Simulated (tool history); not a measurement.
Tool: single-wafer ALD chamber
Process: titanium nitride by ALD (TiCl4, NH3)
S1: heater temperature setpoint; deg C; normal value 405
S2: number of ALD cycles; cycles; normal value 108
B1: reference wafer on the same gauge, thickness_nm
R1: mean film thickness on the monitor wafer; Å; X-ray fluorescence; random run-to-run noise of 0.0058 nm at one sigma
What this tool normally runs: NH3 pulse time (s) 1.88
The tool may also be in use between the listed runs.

run 1 day=0 | S1=405 S2=93 NH3_pulse_time_(s)=1.88 | B1=2 | R1=20.28
run 2 day=0.554 | S1=396 S2=108 NH3_pulse_time_(s)=1.88 | B1=2.001 | R1=23.36
-- day=1.058 gauge calibrated
run 3 day=1.267 | S1=396 S2=108 NH3_pulse_time_(s)=1.88 | B1=1.999 | R1=23.21
run 4 day=1.7 | S1=405 S2=108 NH3_pulse_time_(s)=1.88 | B1=2 | R1=23.45
run 5 day=2.446 | S1=405 S2=117 NH3_pulse_time_(s)=1.88 | B1=2 | R1=25.36
run 6 day=3.075 | S1=405 S2=117 NH3_pulse_time_(s)=1.88 | B1=2 | R1=25.41
run 7 day=3.529 | S1=405 S2=117 NH3_pulse_time_(s)=1.88 | B1=1.999 | R1=25.35
run 8 day=4.004 | S1=405 S2=108 NH3_pulse_time_(s)=1.88 | B1=2 | R1=23.47
run 9 day=4.308 | S1=405 S2=108 NH3_pulse_time_(s)=1.88 | B1=2 | R1=23.53
-- day=4.738 thermocouple changed; heater temperature recalibrated
-- day=5.683 showerhead replaced
run 10 day=5.829 | S1=402 S2=108 NH3_pulse_time_(s)=1.42 | B1=2 | R1=23.21
run 11 day=6.271 | S1=414 S2=108 NH3_pulse_time_(s)=2.07 | B1=2 | R1=23.57
run 12 day=6.746 | S1=414 S2=108 NH3_pulse_time_(s)=2.07 | B1=1.999 | R1=23.67
run 13 day=7.162 | S1=405 S2=108 NH3_pulse_time_(s)=1.88 | B1=1.999 | R1=23.45
run 14 day=7.858 | S1=405 S2=108 NH3_pulse_time_(s)=1.88 | B1=1.999 | R1=23.5

What will run 15 give?
run 15 day=8.317 | S1=401 S2=94 NH3_pulse_time_(s)=1.41 | B1=? | R1=?

For run 15 the tool returned B1 1.999, R1 20.22 Å.
Were there no unlogged condition in the tool, this run, its random variation unchanged, would have produced R1 20.22 Å.

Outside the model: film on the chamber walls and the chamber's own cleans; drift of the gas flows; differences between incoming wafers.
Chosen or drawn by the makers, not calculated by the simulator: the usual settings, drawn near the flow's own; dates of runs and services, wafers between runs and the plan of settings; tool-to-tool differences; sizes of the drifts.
